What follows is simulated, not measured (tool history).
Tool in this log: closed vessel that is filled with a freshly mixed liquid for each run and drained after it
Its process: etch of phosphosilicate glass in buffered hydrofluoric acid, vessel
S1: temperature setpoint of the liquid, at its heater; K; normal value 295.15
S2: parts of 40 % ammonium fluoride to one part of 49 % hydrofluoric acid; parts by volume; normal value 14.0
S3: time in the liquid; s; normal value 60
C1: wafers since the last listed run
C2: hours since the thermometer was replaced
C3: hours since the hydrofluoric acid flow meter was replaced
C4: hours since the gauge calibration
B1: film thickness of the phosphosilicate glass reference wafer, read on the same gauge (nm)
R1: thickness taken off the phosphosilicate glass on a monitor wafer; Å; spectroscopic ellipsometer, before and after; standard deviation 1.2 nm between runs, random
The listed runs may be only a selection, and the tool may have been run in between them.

Run 1, hour 0.0: usual settings; C1 0; C2 494.4; C3 71.9; C4 193.3; B1 59.98. Result: R1 3085.6 Å.
Run 2, hour 51.1: usual settings; C1 6896; C2 545.5; C3 123.0; C4 244.4; B1 60.00. Result: R1 3082.9 Å.
Run 3, hour 110.2: usual settings; C1 7976; C2 604.6; C3 182.1; C4 303.5; B1 59.99. Result: R1 3061.0 Å.
Run 4, hour 136.0: usual settings; C1 3481; C2 630.4; C3 207.9; C4 329.3; B1 59.99. Result: R1 3063.2 Å.
At hour 254.7: thermometer replaced.
At hour 325.3: hydrofluoric acid flow meter replaced.
Run 5, hour 335.0: usual settings; C1 26587; C2 80.3; C3 9.7; C4 528.3; B1 60.00. Result: R1 3043.2 Å.
Run 6, hour 369.3: usual settings but S1 293.65 K; C1 4629; C2 114.6; C3 44.0; C4 562.6; B1 60.00. Result: R1 2798.5 Å.
Run 7, hour 395.6: usual settings but S1 293.65 K; C1 3549; C2 140.9; C3 70.3; C4 588.9; B1 60.00. Result: R1 2796.6 Å.
Run 8, hour 438.4: usual settings but S1 293.65 K; C1 5776; C2 183.7; C3 113.1; C4 631.7; B1 60.01. Result: R1 2780.2 Å.
Run 9, hour 488.7: usual settings but S1 291.65 K, S3 40 s; C1 6788; C2 234.0; C3 163.4; C4 682.0; B1 59.99. Result: R1 1656.6 Å.
Run 10, hour 520.2: usual settings but S2 13.0 parts by volume; C1 4251; C2 265.5; C3 194.9; C4 713.5; B1 59.99. Result: R1 3247.5 Å.
Run 11, hour 703.0: usual settings but S2 13.0 parts by volume; C1 24670; C2 448.3; C3 377.7; C4 896.3; B1 60.01. Result: R1 3174.3 Å.
At hour 755.1: hydrofluoric acid flow meter replaced.
Run 12, hour 774.2: usual settings; C1 9474; C2 519.5; C3 19.1; C4 967.5; B1 59.99. Result: R1 3122.4 Å.
Run 13, hour 841.8: usual settings but S1 297.15 K, S3 90 s; C1 9123; C2 587.1; C3 86.7; C4 1035.1; B1 60.00. Result: R1 5188.4 Å.
Run 14, hour 877.4: usual settings but S1 293.15 K, S2 11.5 parts by volume, S3 40 s; C1 4804; C2 622.7; C3 122.3; C4 1070.7; B1 60.00. Result: R1 2234.7 Å.
Run 15, hour 945.7: usual settings but S1 292.15 K, S2 18.5 parts by volume, S3 90 s; C1 9217; C2 691.0; C3 190.6; C4 1139.0; B1 60.00. Result: R1 2976.8 Å.
Run 16, hour 991.6: usual settings but S3 35 s; C1 6194; C2 736.9; C3 236.5; C4 1184.9; B1 59.99. Result: R1 1775.8 Å.
At hour 1033.5: thermometer replaced.
Run 17, hour 1034.0: usual settings but S1 298.15 K, S2 10.5 parts by volume, S3 95 s; C1 5587; C2 0.5; C3 278.9; C4 1227.3; B1 59.99. Result: R1 7377.4 Å.
Run 18, hour 1080.7: usual settings but S1 292.15 K, S2 11.0 parts by volume, S3 45 s; C1 6302; C2 47.2; C3 325.6; C4 1274.0; B1 60.00. Result: R1 2390.8 Å.
At hour 1093.4: gauge calibrated.
Run 19, hour 1105.2: usual settings but S1 298.65 K, S2 16.0 parts by volume, S3 50 s; C1 3306; C2 71.7; C3 350.1; C4 11.8; B1 60.01. Result: R1 2615.7 Å.
At hour 1155.3: hydrofluoric acid flow meter replaced.
Run 20, hour 1167.4: usual settings but S3 75 s; C1 8259; C2 133.9; C3 12.1; C4 74.0; B1 60.00. Result: R1 3793.1 Å.
Run 21, hour 1381.7: usual settings but S1 290.15 K, S2 8.5 parts by volume, S3 95 s; C1 28922; C2 348.2; C3 226.4; C4 288.3; B1 59.98. Result: R1 5685.5 Å.
Run 22, hour 1420.7: usual settings but S1 290.15 K, S2 16.0 parts by volume; C1 5263; C2 387.2; C3 265.4; C4 327.3; B1 59.99. Result: R1 1995.8 Å.
Run 23, hour 1491.8: usual settings; C1 9595; C2 458.3; C3 336.5; C4 398.4; B1 59.99. Result: R1 2973.6 Å.

Alternative continuations, all from the tool just after run 23; predict every row:
Run A, hour 1492.5: usual settings but S3 40 s; C1 94; C2 459.0; C3 337.2; C4 399.1; B1 ?. Result: R1 ?.
Run B, hour 1492.5: usual settings but S2 18.5 parts by volume, S3 40 s; C1 94; C2 459.0; C3 337.2; C4 399.1; B1 ?. Result: R1 ?.
Run C, hour 1492.5: usual settings but S2 11.5 parts by volume, S3 75 s; C1 94; C2 459.0; C3 337.2; C4 399.1; B1 ?. Result: R1 ?.

run     B1      R1
  A  60.00  1989.1
  B  60.00  1511.5
  C  60.00  4522.5
Stripped of hidden state, with their random variation kept, the same runs would have yielded:
run      R1
  A  2036.6
  B  1547.9
  C  4629.8
